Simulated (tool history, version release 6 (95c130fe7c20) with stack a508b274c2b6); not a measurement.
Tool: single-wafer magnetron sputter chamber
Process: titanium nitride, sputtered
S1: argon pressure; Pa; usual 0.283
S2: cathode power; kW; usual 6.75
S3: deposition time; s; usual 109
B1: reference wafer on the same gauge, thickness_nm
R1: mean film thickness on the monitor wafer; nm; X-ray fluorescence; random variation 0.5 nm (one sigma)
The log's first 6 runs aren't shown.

run 7 day=3.038 | S1=0.283 S2=6.75 S3=109 | B1=143.907 | R1=132.889
-- day=3.071 gauge calibrated
run 8 day=3.479 | S1=0.283 S2=6.75 S3=109 | B1=144 | R1=133.734
run 9 day=4.029 | S1=0.283 S2=6.75 S3=109 | B1=144.064 | R1=133.02
run 10 day=4.696 | S1=0.283 S2=6.75 S3=109 | B1=143.97 | R1=132.991
run 11 day=4.996 | S1=0.283 S2=6.75 S3=109 | B1=143.88 | R1=132.965
run 12 day=5.521 | S1=0.283 S2=6.75 S3=109 | B1=144.049 | R1=133.26
run 13 day=6.012 | S1=0.283 S2=6.75 S3=109 | B1=144.048 | R1=133.06
run 14 day=6.662 | S1=0.283 S2=6.75 S3=109 | B1=143.971 | R1=132.982
-- day=7.958 capacitance manometer re-zeroed and calibrated
-- day=8.179 magnet pack replaced
-- day=8.342 sputter target and shields replaced
run 15 day=8.4 | S1=0.283 S2=6.75 S3=109 | B1=143.87 | R1=133.021
run 16 day=9.017 | S1=0.283 S2=6.75 S3=109 | B1=143.824 | R1=132.64
run 17 day=9.267 | S1=0.283 S2=6.75 S3=109 | B1=144.044 | R1=132.799
run 18 day=9.942 | S1=0.176 S2=5.9 S3=95 | B1=143.802 | R1=112.777
run 19 day=10.55 | S1=0.242 S2=6.75 S3=130 | B1=143.941 | R1=163.874

Forecast run 20:
run 20 day=11.196 | S1=0.209 S2=8.35 S3=102 | B1=? | R1=?

{"run 20": {"B1": 144.055, "R1": 153.479}}
Without the tool's hidden state the same run would have given R1 153.479 nm.
